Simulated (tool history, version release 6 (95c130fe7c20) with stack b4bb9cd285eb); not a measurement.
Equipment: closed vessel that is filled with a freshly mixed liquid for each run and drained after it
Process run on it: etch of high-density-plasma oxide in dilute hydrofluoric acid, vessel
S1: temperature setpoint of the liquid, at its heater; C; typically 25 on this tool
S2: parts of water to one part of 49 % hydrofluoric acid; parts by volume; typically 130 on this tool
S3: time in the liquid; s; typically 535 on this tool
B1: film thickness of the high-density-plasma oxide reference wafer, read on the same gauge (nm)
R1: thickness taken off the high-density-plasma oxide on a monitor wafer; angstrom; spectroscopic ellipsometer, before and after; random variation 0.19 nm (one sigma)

run	hour	S1	S2	S3	B1	R1
1	0	25	130	535	39.99	238.3
2	13.3	25	130	535	40.04	239.6
3	26.1	25	130	535	40.03	236.6
4	32.7	25	130	535	40.01	237.1
5	38.7	25	145	640	40.01	248.1
6	65.2	25	130	535	40.01	237.9
7	76	25	130	535	39.99	234.2
8	87.8	25	130	535	40.01	235.2
# hour 98.1: thermometer replaced
9	100.2	22	130	535	39.96	209.8
10	118.2	22	130	535	39.97	210.8
# hour 128.4: gauge calibrated
11	135.8	22	130	535	39.99	210.6
12	148.1	25	130	535	40.02	236.1
13	160.2	25	130	535	40.01	234.5
14	168.2	25	100	770	40.01	457.3
15	184.3	23.5	165	785	40.01	247.6
16	190.4	25	130	535	40	236.9
17	197.2	25	165	705	40	237.5
18	206.4	25	130	535	39.95	233.8
# hour 211.5: hydrofluoric acid flow meter replaced
19	215.9	26.5	85	365	40.02	275.6
20	231.5	25	130	730	40	323.4
21	238.3	25	130	535	39.97	238.5
22	253.9	25	130	535	39.98	239.4
23	271.4	25	130	535	39.98	233.5
24	281.2	21	175	660	39.98	177.5
25	298.5	25	90	215	39.99	145.8
26	315.8	25	75	640	39.97	523

Each row is a separate what-if for the run after 26, all from the same tool condition, not one after another. Results?
A	316.6	20.5	130	535	?	?
B	316.6	22	190	370	?	?
C	316.6	27	175	400	?	?
D	316.6	22.5	130	830	?	?

run	B1	R1
A	40.03	195
B	40.03	91.8
C	40.03	132
D	40.03	327.5
With the hidden condition removed and each run's random variation left untouched, the same runs would have given:
run	R1
A	195
B	91.8
C	132
D	327.5

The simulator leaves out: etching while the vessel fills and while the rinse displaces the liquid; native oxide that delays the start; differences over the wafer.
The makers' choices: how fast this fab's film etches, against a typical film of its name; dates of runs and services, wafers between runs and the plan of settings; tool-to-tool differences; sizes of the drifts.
